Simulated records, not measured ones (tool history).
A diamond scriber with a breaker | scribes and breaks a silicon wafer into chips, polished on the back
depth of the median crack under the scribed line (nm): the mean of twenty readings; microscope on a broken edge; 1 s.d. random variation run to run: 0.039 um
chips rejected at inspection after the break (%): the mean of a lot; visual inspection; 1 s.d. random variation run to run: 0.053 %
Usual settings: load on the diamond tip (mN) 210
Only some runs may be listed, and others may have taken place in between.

run	hour	load on the diamond tip (mN)	wafers since the last listed run	hours since the diamond tip was replaced	hours since the load on the tip was calibrated	incoming depth of the damage left on the back of the incoming wafer, um	depth of the median crack under the scribed line (nm)	chips rejected at inspection after the break (%)
1	0.0	210	0	601.0	1283.5	0.05	14580	1.56
2	7.1	210	20	608.1	1290.6	0.03	14590	1.53
3	57.2	210	141	658.2	1340.7	0.02	14460	1.53
4	70.9	237	38	671.9	1354.4	0.04	15480	3.88
5	79.2	181	23	680.2	1362.7	0.02	13420	1.99
6	92.0	160	36	693.0	1375.5	0.01	12660	5.35
7	103.4	210	32	704.4	1386.9	0.04	14540	1.51
8	115.6	210	34	716.6	1399.1	0.04	14510	1.44
# hour 118.3: load on the tip recalibrated
9	131.0	210	37	732.0	12.7	0.02	13530	1.95
# hour 143.9: diamond tip replaced by a new one
10	147.4	264	40	3.5	29.1	0.03	15900	5.85
11	156.1	157	24	12.2	37.8	0.05	12150	8.53
12	172.3	161	45	28.4	54.0	0.03	12320	7.10
13	180.4	232	22	36.5	62.1	0.04	14790	2.07
14	198.0	210	49	54.1	79.7	0.02	14120	1.26
15	206.0	210	22	62.1	87.7	0.02	14140	1.26
16	220.5	269	40	76.6	102.2	0.03	16190	6.74
17	227.7	171	20	83.8	109.4	0.04	12800	4.47
18	237.4	248	27	93.5	119.1	0.03	15610	4.12
19	247.2	157	27	103.3	128.9	0.05	12210	7.63

Hidden state at the last listed run before each entry between runs and at the first one after, where it differs:
Logged between run 8 and run 9: load on the tip recalibrated (hour 118.3)
  share of the diamond tip's cutting effectiveness lost through wear, %: 6.11 -> 6.23; deviation of the load on the tip from its setpoint, %: 13.3 -> 0.0888
  measured value less the no-hidden-state value, depth of the median crack under the scribed line (nm): +350 -> -590; chips rejected at inspection after the break (%): +0.18 -> +0.61
Logged between run 9 and run 10: diamond tip replaced by a new one (hour 143.9)
  share of the diamond tip's cutting effectiveness lost through wear, %: 6.23 -> 1.35; deviation of the load on the tip from its setpoint, %: 0.0888 -> 0.647
  measured value less the no-hidden-state value, depth of the median crack under the scribed line (nm): -590 -> -90; chips rejected at inspection after the break (%): +0.61 -> -0.43
